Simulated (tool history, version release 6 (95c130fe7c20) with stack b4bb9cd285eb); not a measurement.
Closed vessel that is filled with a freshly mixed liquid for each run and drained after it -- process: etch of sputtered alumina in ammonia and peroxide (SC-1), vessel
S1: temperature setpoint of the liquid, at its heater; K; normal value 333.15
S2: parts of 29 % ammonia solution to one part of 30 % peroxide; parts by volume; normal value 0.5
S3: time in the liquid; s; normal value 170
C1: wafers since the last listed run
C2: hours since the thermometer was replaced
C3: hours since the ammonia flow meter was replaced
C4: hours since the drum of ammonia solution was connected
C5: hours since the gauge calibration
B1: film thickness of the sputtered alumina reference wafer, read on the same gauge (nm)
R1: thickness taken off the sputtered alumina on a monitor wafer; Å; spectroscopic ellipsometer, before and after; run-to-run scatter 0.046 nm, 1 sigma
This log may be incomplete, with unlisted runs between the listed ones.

run,day,S1,S2,S3,C1,C2,C3,C4,C5,B1,R1
1,0,333.15,0.5,170,0,2006.9,1530.3,367.9,279.5,40.01,83.4
2,2.333,333.15,0.5,170,3293,2062.9,1586.3,423.9,335.5,39.99,84
3,3.646,333.15,0.5,170,1852,2094.4,1617.8,455.4,367,40.02,83.4
4,6.608,333.15,0.5,170,4181,2165.5,1688.9,526.5,438.1,40.03,82.6
5,9.25,333.15,0.5,170,3728,2228.9,1752.3,589.9,501.5,39.97,83.2
6,11.862,333.15,0.5,170,3687,2291.6,1815,652.6,564.2,40,83
7,13.371,333.15,0.5,170,2128,2327.8,1851.2,688.8,600.4,40,82.8
8,14.883,333.15,0.5,170,2134,2364.1,1887.5,725.1,636.7,40.02,82.7
9,16.975,333.15,0.5,170,2952,2414.3,1937.7,775.3,686.9,39.98,82.6
10,18.05,333.15,0.4,170,1517,2440.1,1963.5,801.1,712.7,39.94,80.3
# day 18.129: new drum of ammonia solution connected
# day 19.754: thermometer replaced
11,19.917,333.15,0.5,170,2516,3.9,2008.3,42.9,757.5,39.94,77.2
12,22.867,333.15,0.5,170,4163,74.7,2079.1,113.7,828.3,39.95,76.9
13,25.346,325.15,0.5,170,3499,134.2,2138.6,173.2,887.8,40,49.7
14,27.283,333.15,0.35,170,2734,180.7,2185.1,219.7,934.3,39.99,73.7
# day 28.575: ammonia flow meter replaced
# day 29.279: thermometer replaced, repeated, since the last time left the tool worse
15,29.367,333.15,0.5,240,2822,2.1,19,269.7,984.3,40.02,128.2
# day 29.925: gauge calibrated
16,31.167,333.15,0.35,120,2540,45.3,62.2,312.9,29.8,39.99,61.8
17,32.179,333.15,0.5,170,1429,69.6,86.5,337.2,54.1,40.02,90.2
18,34.921,327.65,0.5,170,3869,135.4,152.3,403,119.9,40.02,67.8
19,37.9,333.15,0.75,255,4204,206.9,223.8,474.5,191.4,40.02,140.3
20,39.446,333.15,0.5,170,2181,244,260.9,511.6,228.5,39.96,89
21,40.962,333.15,0.5,170,2140,280.4,297.3,548,264.9,40.01,89.5
22,43.667,333.15,0.4,80,3816,345.3,362.2,612.9,329.8,39.97,40.8
23,45.612,333.15,0.5,140,2746,392,408.9,659.6,376.5,40.01,74
24,47.158,328.65,0.3,255,2181,429.1,446,696.7,413.6,39.99,101.3

Below are 4 alternative next runs, each starting from the tool's condition after run 24. Predict each:
A,47.188,324.65,0.5,170,41,429.8,446.7,697.4,414.3,?,?
B,47.188,337.65,0.45,170,41,429.8,446.7,697.4,414.3,?,?
C,47.188,333.15,0.3,135,41,429.8,446.7,697.4,414.3,?,?
D,47.188,329.65,0.5,110,41,429.8,446.7,697.4,414.3,?,?

run,B1,R1
A,40,56.9
B,40,111
C,40,67.5
D,40,48.1
The same runs, with their run-to-run variation unchanged, on a tool lacking any hidden condition would have given:
run,R1
A,58
B,113
C,68.8
D,49.1
